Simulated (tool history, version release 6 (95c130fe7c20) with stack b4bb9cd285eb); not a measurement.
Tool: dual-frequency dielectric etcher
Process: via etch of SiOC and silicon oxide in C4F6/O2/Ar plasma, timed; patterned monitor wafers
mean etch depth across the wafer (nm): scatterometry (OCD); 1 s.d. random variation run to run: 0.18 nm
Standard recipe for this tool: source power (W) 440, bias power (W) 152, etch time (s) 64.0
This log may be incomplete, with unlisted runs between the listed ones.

run,hour,source power (W),bias power (W),etch time (s),"read-back reference wafer on the same gauge, depth_nm",mean etch depth across the wafer (nm)
1,0.0,440,152,64.0,57.5,69.1
2,38.5,440,152,64.0,57.4,69.7
3,66.9,440,152,64.0,57.5,69.5
4,132.4,440,152,64.0,57.6,69.0
5,157.1,490,152,64.0,57.5,74.0
# hour 198.2: wet clean of the chamber
6,198.7,440,152,52.5,57.5,56.5
7,239.3,440,152,52.5,57.5,56.8
8,299.2,440,152,52.5,57.6,56.5
9,360.7,440,152,64.0,57.5,68.7
10,511.8,440,152,64.0,57.5,68.7
11,537.7,440,152,64.0,57.5,68.5
12,566.6,440,152,49.5,57.5,53.0
# hour 620.8: wet clean of the chamber
# hour 632.5: upper electrode replaced
13,633.0,440,152,64.0,57.5,68.4
14,636.7,440,181,64.0,57.5,74.4
15,686.1,390,152,64.0,57.5,63.1
16,725.8,440,152,64.0,57.5,68.3
17,764.5,440,164,81.0,57.5,89.6
18,812.6,440,181,64.0,57.5,74.0
# hour 833.9: gauge calibrated
# hour 838.1: source power generator calibrated
19,842.9,340,175,50.5,57.4,48.2
# hour 869.1: bias power generator calibrated
20,893.6,440,152,81.5,57.5,89.7
21,929.6,470,129,46.0,57.5,48.4
22,973.0,500,123,79.5,57.5,85.2
23,1027.2,440,152,64.0,57.5,70.5
# hour 1080.8: wet clean of the chamber
24,1081.3,390,124,75.5,57.5,69.1
25,1107.8,500,152,64.0,57.5,75.7
26,1145.2,440,152,64.0,57.5,70.3

Selected run-to-run steps in mean etch depth across the wafer (nm), each split into two signed amounts: the part the tool would show with no hidden state at all (from settings, incoming material and random variation), and the remainder, which goes to the hidden state together with any gauge scatter not common to the measured and the hidden-state-free results:
The hidden state here: etch rate over this chamber's usual, %; source power that arrives over what is set, %; bias power that arrives over what is set, %; gauge reads high (%).
Run 16 -> 17: bias power (W) 152 -> 164, etch time (s) 64.0 -> 81.0. mean etch depth across the wafer (nm) +21.3: hidden state -0.7, all else +22.0.
Run 19 -> 20: source power (W) 340 -> 440, bias power (W) 175 -> 152, etch time (s) 50.5 -> 81.5, bias power generator calibrated. mean etch depth across the wafer (nm) +41.5: hidden state +1.9, all else +39.6.
Run 20 -> 21: source power (W) 440 -> 470, bias power (W) 152 -> 129, etch time (s) 81.5 -> 46.0. mean etch depth across the wafer (nm) -41.3: hidden state -0.2, all else -41.1.
